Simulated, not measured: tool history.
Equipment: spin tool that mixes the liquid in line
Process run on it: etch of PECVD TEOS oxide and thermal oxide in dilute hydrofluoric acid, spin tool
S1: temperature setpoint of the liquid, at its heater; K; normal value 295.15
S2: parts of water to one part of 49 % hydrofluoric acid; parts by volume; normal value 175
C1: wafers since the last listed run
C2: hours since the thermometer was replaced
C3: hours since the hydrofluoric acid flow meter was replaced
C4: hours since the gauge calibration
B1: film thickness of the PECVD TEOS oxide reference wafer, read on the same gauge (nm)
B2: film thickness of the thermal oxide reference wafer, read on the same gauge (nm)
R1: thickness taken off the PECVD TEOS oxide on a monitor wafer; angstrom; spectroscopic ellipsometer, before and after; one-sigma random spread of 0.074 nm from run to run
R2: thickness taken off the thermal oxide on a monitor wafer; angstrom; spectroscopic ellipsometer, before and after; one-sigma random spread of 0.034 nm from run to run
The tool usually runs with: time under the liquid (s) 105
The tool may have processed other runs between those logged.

{"run": 1, "hour": 0.0, "S1": 295.15, "S2": 175, "time under the liquid (s)": 105, "C1": 0, "C2": 2229.3, "C3": 531.6, "C4": 24.3, "B1": 119.98, "B2": 59.967, "R1": 83.4, "R2": 23.17}
{"run": 2, "hour": 9.9, "S1": 295.15, "S2": 140, "time under the liquid (s)": 105, "C1": 113, "C2": 2239.2, "C3": 541.5, "C4": 34.2, "B1": 119.98, "B2": 59.928, "R1": 109.1, "R2": 29.85}
{"run": 3, "hour": 18.3, "S1": 295.15, "S2": 140, "time under the liquid (s)": 105, "C1": 96, "C2": 2247.6, "C3": 549.9, "C4": 42.6, "B1": 120, "B2": 60.014, "R1": 107.7, "R2": 29.64}
{"run": 4, "hour": 35.4, "S1": 295.15, "S2": 140, "time under the liquid (s)": 105, "C1": 196, "C2": 2264.7, "C3": 567, "C4": 59.7, "B1": 119.98, "B2": 60.014, "R1": 107.9, "R2": 29.36}
{"run": 5, "hour": 50.5, "S1": 295.15, "S2": 175, "time under the liquid (s)": 65, "C1": 173, "C2": 2279.8, "C3": 582.1, "C4": 74.8, "B1": 119.98, "B2": 59.995, "R1": 51.4, "R2": 14.14}
{"run": 6, "hour": 61.8, "S1": 295.15, "S2": 175, "time under the liquid (s)": 105, "C1": 130, "C2": 2291.1, "C3": 593.4, "C4": 86.1, "B1": 120.04, "B2": 60.022, "R1": 83.8, "R2": 22.69}
{"run": 7, "hour": 73.7, "S1": 295.15, "S2": 175, "time under the liquid (s)": 105, "C1": 136, "C2": 2303, "C3": 605.3, "C4": 98, "B1": 119.99, "B2": 60.033, "R1": 83.6, "R2": 22.68}
{"run": 8, "hour": 91.2, "S1": 295.15, "S2": 175, "time under the liquid (s)": 75, "C1": 201, "C2": 2320.5, "C3": 622.8, "C4": 115.5, "B1": 120, "B2": 60.007, "R1": 58.6, "R2": 16.37}
{"run": 9, "hour": 104.1, "S1": 295.15, "S2": 175, "time under the liquid (s)": 105, "C1": 148, "C2": 2333.4, "C3": 635.7, "C4": 128.4, "B1": 119.96, "B2": 60.045, "R1": 82.6, "R2": 23.08}
{"run": 10, "hour": 114.4, "S1": 295.15, "S2": 175, "time under the liquid (s)": 105, "C1": 118, "C2": 2343.7, "C3": 646, "C4": 138.7, "B1": 120.03, "B2": 59.998, "R1": 83, "R2": 22.6}
{"hour": 118.1, "done": "hydrofluoric acid flow meter replaced"}
{"run": 11, "hour": 124.5, "S1": 300.15, "S2": 85, "time under the liquid (s)": 55, "C1": 104, "C2": 2353.8, "C3": 6.4, "C4": 148.8, "B1": 120, "B2": 59.944, "R1": 127.9, "R2": 36.24}
{"run": 12, "hour": 130.7, "S1": 300.15, "S2": 145, "time under the liquid (s)": 50, "C1": 71, "C2": 2360, "C3": 12.6, "C4": 155, "B1": 120.02, "B2": 60.012, "R1": 62, "R2": 17.68}
{"run": 13, "hour": 147.6, "S1": 295.15, "S2": 260, "time under the liquid (s)": 155, "C1": 194, "C2": 2376.9, "C3": 29.5, "C4": 171.9, "B1": 120, "B2": 59.974, "R1": 80.2, "R2": 22.11}
{"run": 14, "hour": 160.4, "S1": 295.15, "S2": 175, "time under the liquid (s)": 75, "C1": 147, "C2": 2389.7, "C3": 42.3, "C4": 184.7, "B1": 120, "B2": 59.964, "R1": 63.2, "R2": 17.19}
{"run": 15, "hour": 169.4, "S1": 290.15, "S2": 125, "time under the liquid (s)": 105, "C1": 103, "C2": 2398.7, "C3": 51.3, "C4": 193.7, "B1": 120.01, "B2": 60.027, "R1": 105.3, "R2": 29.06}
{"run": 16, "hour": 186.0, "S1": 295.15, "S2": 175, "time under the liquid (s)": 105, "C1": 191, "C2": 2415.3, "C3": 67.9, "C4": 210.3, "B1": 120.01, "B2": 60.04, "R1": 87.8, "R2": 24.21}
{"hour": 189.5, "done": "thermometer replaced"}
{"hour": 200.7, "done": "gauge calibrated"}
{"run": 17, "hour": 207.0, "S1": 295.15, "S2": 135, "time under the liquid (s)": 105, "C1": 230, "C2": 17.5, "C3": 88.9, "C4": 6.3, "B1": 120.02, "B2": 60.074, "R1": 117.1, "R2": 32.46}
{"run": 18, "hour": 213.9, "S1": 295.15, "S2": 175, "time under the liquid (s)": 105, "C1": 79, "C2": 24.4, "C3": 95.8, "C4": 13.2, "B1": 119.98, "B2": 60.037, "R1": 87.2, "R2": 24.61}
{"run": 19, "hour": 228.0, "S1": 295.15, "S2": 105, "time under the liquid (s)": 150, "C1": 162, "C2": 38.5, "C3": 109.9, "C4": 27.3, "B1": 120.01, "B2": 60.016, "R1": 223.5, "R2": 61.73}
{"run": 20, "hour": 240.1, "S1": 295.15, "S2": 175, "time under the liquid (s)": 105, "C1": 139, "C2": 50.6, "C3": 122, "C4": 39.4, "B1": 119.96, "B2": 60.011, "R1": 86.8, "R2": 23.96}
{"run": 21, "hour": 257.2, "S1": 293.15, "S2": 175, "time under the liquid (s)": 105, "C1": 196, "C2": 67.7, "C3": 139.1, "C4": 56.5, "B1": 119.99, "B2": 59.973, "R1": 79.9, "R2": 22.6}
{"run": 22, "hour": 275.0, "S1": 295.15, "S2": 135, "time under the liquid (s)": 55, "C1": 204, "C2": 85.5, "C3": 156.9, "C4": 74.3, "B1": 120, "B2": 60.036, "R1": 61.8, "R2": 17}
{"run": 23, "hour": 290.3, "S1": 293.65, "S2": 265, "time under the liquid (s)": 165, "C1": 176, "C2": 100.8, "C3": 172.2, "C4": 89.6, "B1": 120.03, "B2": 60.05, "R1": 77.9, "R2": 21.43}
{"run": 24, "hour": 296.4, "S1": 292.15, "S2": 110, "time under the liquid (s)": 105, "C1": 70, "C2": 106.9, "C3": 178.3, "C4": 95.7, "B1": 120.01, "B2": 60.032, "R1": 130.9, "R2": 36.29}

What will run 25 give?
{"run": 25, "hour": 306.2, "S1": 293.15, "S2": 225, "time under the liquid (s)": 160, "C1": 112, "C2": 116.7, "C3": 188.1, "C4": 105.5, "B1": "?", "B2": "?", "R1": "?", "R2": "?"}

Run 25 gave B1 119.98, B2 59.977, R1 90.4 angstrom, R2 24.87 angstrom.
If the tool had no hidden condition, the same run with the same run-to-run variation would have returned R1 92.8 angstrom, R2 25.52 angstrom.
